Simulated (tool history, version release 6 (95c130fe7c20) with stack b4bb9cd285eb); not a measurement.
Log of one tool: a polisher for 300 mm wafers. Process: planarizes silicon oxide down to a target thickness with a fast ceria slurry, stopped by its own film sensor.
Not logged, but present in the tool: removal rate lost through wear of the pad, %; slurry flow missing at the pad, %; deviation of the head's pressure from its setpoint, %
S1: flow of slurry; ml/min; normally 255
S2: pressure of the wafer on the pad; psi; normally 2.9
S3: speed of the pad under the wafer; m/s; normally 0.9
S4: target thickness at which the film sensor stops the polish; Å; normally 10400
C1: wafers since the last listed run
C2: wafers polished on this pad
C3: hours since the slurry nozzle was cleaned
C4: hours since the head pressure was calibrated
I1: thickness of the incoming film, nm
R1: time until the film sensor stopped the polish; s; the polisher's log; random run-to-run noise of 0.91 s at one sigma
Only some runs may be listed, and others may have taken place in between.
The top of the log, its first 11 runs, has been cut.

run	hour	S1	S2	S3	S4	C1	C2	C3	C4	I1	R1
# hour 716.1: worn pad replaced by a new one
12	751	255	2.9	0.9	10400	839	299	405.6	520.9	2120.6	65.5
13	857.4	255	2.9	0.9	10400	913	1213	512	627.3	2179.4	66.4
14	949.1	310	2.9	0.9	10400	787	2000	603.7	719	2144.6	63.9
15	992.8	310	2.9	0.9	10400	375	2376	647.4	762.7	2159	63
16	1040.9	310	2.9	0.9	10400	413	2789	695.5	810.8	2161.7	64
# hour 1066.2: head pressure recalibrated
# hour 1084.6: slurry nozzle cleaned
17	1111.4	255	2.9	0.7	10400	579	3368	26.8	45.2	2158.9	88.9
18	1148.4	255	2.9	0.9	10400	317	3686	63.8	82.2	2134.8	68.6
# hour 1208.8: worn pad replaced by a new one, of another model than before
19	1242.1	255	3.2	1.2	10400	770	285	157.5	175.9	2164.8	54.8
20	1316.7	230	2.9	0.9	10400	640	926	232.1	250.5	2145.4	69.8
21	1353	185	2.1	1.06	10400	311	1237	268.4	286.8	2179.7	78.8
22	1431.9	310	3.2	1.08	10400	677	1915	347.3	365.7	2176.5	60
23	1481.2	255	2.9	1.04	10400	423	2338	396.6	415	2130.6	62.1
24	1559.4	255	2.9	0.9	10400	671	3010	474.8	493.2	2132.4	67.2
25	1601.5	340	3.8	1.14	10400	361	3371	516.9	535.3	2152.8	47.4
# hour 1671.2: slurry nozzle cleaned
26	1704.3	255	2.9	0.9	10400	874	4245	33.1	638.1	2160.7	67.1
# hour 1769.7: worn pad replaced by a new one
27	1795.9	255	2.9	0.6	10400	752	225	124.7	729.7	2199.7	85.5
# hour 1812.7: head pressure recalibrated
28	1873	310	2.5	0.62	13500	644	870	201.8	60.3	2155.2	64.7
29	1942.8	255	2.9	1.18	10400	599	1469	271.6	130.1	2142.7	58.6
30	1991.2	255	2.9	0.9	10400	415	1885	320	178.5	2173.9	70.6
31	2090.5	345	2.5	0.98	7920	852	2737	419.3	277.8	2137.2	85.5
32	2174.8	255	3.3	0.9	8410	723	3461	503.6	362.1	2123.7	72.2
# hour 2237.2: worn pad replaced by a new one
# hour 2259.1: slurry nozzle cleaned
33	2445.5	255	2.9	0.98	10400	2281	1780	186.4	632.8	2147.7	64.3
34	2545.8	255	2.9	1.04	10400	861	2641	286.7	733.1	2190.4	63.8
35	2583	330	3.8	0.64	10400	319	2960	323.9	770.3	2169.2	65.8

Branching from run 35: 5 alternative next runs. What would each branch give?
A	2583.5	255	2.9	0.9	12720	4	2964	324.4	770.8	2137.5	?
B	2583.5	215	2.5	0.9	8950	4	2964	324.4	770.8	2137.5	?
C	2583.5	340	3.5	0.9	10400	4	2964	324.4	770.8	2137.5	?
D	2583.5	255	3.9	1.08	10400	4	2964	324.4	770.8	2137.5	?
E	2583.5	330	2.9	1.04	8770	4	2964	324.4	770.8	2137.5	?

run	R1
A	51.3
B	82.4
C	55.9
D	47.8
E	66.9
With no hidden state in the tool, these same runs would have given:
run	R1
A	53
B	85.2
C	57.7
D	49.4
E	69.1
